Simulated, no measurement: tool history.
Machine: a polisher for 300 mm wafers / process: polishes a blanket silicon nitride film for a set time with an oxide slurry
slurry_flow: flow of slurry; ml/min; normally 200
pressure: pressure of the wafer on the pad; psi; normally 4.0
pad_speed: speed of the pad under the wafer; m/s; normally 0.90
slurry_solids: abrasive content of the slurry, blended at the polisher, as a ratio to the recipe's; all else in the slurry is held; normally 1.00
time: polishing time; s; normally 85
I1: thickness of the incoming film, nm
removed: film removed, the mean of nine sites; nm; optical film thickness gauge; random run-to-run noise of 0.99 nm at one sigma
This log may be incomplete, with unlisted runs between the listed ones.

run 1 hour=0.0 | slurry_flow=200 pressure=4.0 pad_speed=0.90 slurry_solids=0.85 time=85 | I1=509.3 | removed=61.1
-- hour=24.6 worn pad replaced by a new one
run 2 hour=25.1 | slurry_flow=200 pressure=4.0 pad_speed=0.80 slurry_solids=1.00 time=85 | I1=503.3 | removed=63.1
run 3 hour=37.6 | slurry_flow=200 pressure=4.0 pad_speed=0.80 slurry_solids=1.00 time=85 | I1=510.9 | removed=64.0
run 4 hour=61.6 | slurry_flow=200 pressure=4.0 pad_speed=0.80 slurry_solids=1.00 time=85 | I1=499.0 | removed=62.4
run 5 hour=82.4 | slurry_flow=200 pressure=4.8 pad_speed=0.90 slurry_solids=0.80 time=85 | I1=505.0 | removed=77.7
run 6 hour=107.3 | slurry_flow=200 pressure=4.8 pad_speed=0.90 slurry_solids=0.80 time=85 | I1=511.9 | removed=76.0
run 7 hour=133.7 | slurry_flow=165 pressure=4.0 pad_speed=0.90 slurry_solids=1.00 time=85 | I1=513.9 | removed=67.5
run 8 hour=148.2 | slurry_flow=200 pressure=2.9 pad_speed=0.78 slurry_solids=1.00 time=63 | I1=513.9 | removed=32.7
run 9 hour=177.9 | slurry_flow=200 pressure=3.4 pad_speed=0.90 slurry_solids=1.00 time=85 | I1=510.5 | removed=55.3
-- hour=189.3 slurry nozzle cleaned
run 10 hour=193.8 | slurry_flow=200 pressure=4.0 pad_speed=0.90 slurry_solids=1.00 time=85 | I1=508.1 | removed=65.1
-- hour=218.3 head pressure recalibrated
-- hour=230.3 worn pad replaced by a new one
-- hour=272.1 conditioning disc replaced and pad reconditioned
run 11 hour=291.3 | slurry_flow=260 pressure=4.0 pad_speed=0.72 slurry_solids=1.10 time=85 | I1=518.6 | removed=61.8
-- hour=309.6 slurry blender recalibrated
run 12 hour=313.0 | slurry_flow=200 pressure=4.0 pad_speed=1.16 slurry_solids=1.00 time=59 | I1=514.5 | removed=58.0
run 13 hour=341.7 | slurry_flow=270 pressure=4.0 pad_speed=0.90 slurry_solids=1.00 time=85 | I1=510.0 | removed=68.7
run 14 hour=355.6 | slurry_flow=240 pressure=4.0 pad_speed=0.62 slurry_solids=1.30 time=64 | I1=515.3 | removed=42.5
run 15 hour=379.5 | slurry_flow=200 pressure=3.0 pad_speed=1.06 slurry_solids=1.20 time=85 | I1=509.7 | removed=58.6
run 16 hour=400.6 | slurry_flow=200 pressure=4.0 pad_speed=0.90 slurry_solids=0.75 time=85 | I1=509.0 | removed=58.9
run 17 hour=414.6 | slurry_flow=200 pressure=4.0 pad_speed=0.90 slurry_solids=0.80 time=99 | I1=512.2 | removed=70.1
-- hour=423.6 worn pad replaced by a new one
run 18 hour=430.6 | slurry_flow=200 pressure=4.0 pad_speed=0.90 slurry_solids=1.00 time=85 | I1=509.5 | removed=69.0
-- hour=447.2 slurry nozzle cleaned
run 19 hour=447.7 | slurry_flow=200 pressure=4.0 pad_speed=0.90 slurry_solids=1.00 time=85 | I1=512.3 | removed=71.6
run 20 hour=479.8 | slurry_flow=200 pressure=4.0 pad_speed=0.90 slurry_solids=1.00 time=65 | I1=507.0 | removed=52.2
run 21 hour=501.3 | slurry_flow=200 pressure=2.9 pad_speed=0.90 slurry_solids=1.00 time=85 | I1=510.2 | removed=49.2
run 22 hour=573.3 | slurry_flow=200 pressure=4.8 pad_speed=0.90 slurry_solids=0.80 time=85 | I1=511.6 | removed=72.0
run 23 hour=593.4 | slurry_flow=200 pressure=4.0 pad_speed=0.90 slurry_solids=1.00 time=85 | I1=503.6 | removed=65.1
-- hour=602.7 worn pad replaced by a new one
run 24 hour=607.0 | slurry_flow=200 pressure=3.5 pad_speed=0.80 slurry_solids=1.10 time=97 | I1=502.0 | removed=64.6
run 25 hour=619.3 | slurry_flow=200 pressure=4.0 pad_speed=0.60 slurry_solids=1.00 time=85 | I1=516.0 | removed=52.4
run 26 hour=652.4 | slurry_flow=265 pressure=5.2 pad_speed=0.90 slurry_solids=1.00 time=70 | I1=510.1 | removed=73.0

Each row is a separate what-if for the run after 26, all from the same tool condition, not one after another. Results?
run A hour=652.8 | slurry_flow=200 pressure=4.0 pad_speed=0.90 slurry_solids=1.00 time=85 | I1=504.4 | removed=?
run B hour=652.8 | slurry_flow=240 pressure=4.0 pad_speed=1.12 slurry_solids=1.00 time=94 | I1=504.4 | removed=?
run C hour=652.8 | slurry_flow=200 pressure=4.0 pad_speed=0.72 slurry_solids=1.00 time=85 | I1=504.4 | removed=?
run D hour=652.8 | slurry_flow=200 pressure=4.0 pad_speed=0.90 slurry_solids=1.00 time=60 | I1=504.4 | removed=?

run=A removed=68.5
run=B removed=90.6
run=C removed=58.0
run=D removed=48.3
Take away the tool's hidden state, keep each run's random variation, and the runs would have read:
run=A removed=68.9
run=B removed=91.2
run=C removed=58.4
run=D removed=48.6

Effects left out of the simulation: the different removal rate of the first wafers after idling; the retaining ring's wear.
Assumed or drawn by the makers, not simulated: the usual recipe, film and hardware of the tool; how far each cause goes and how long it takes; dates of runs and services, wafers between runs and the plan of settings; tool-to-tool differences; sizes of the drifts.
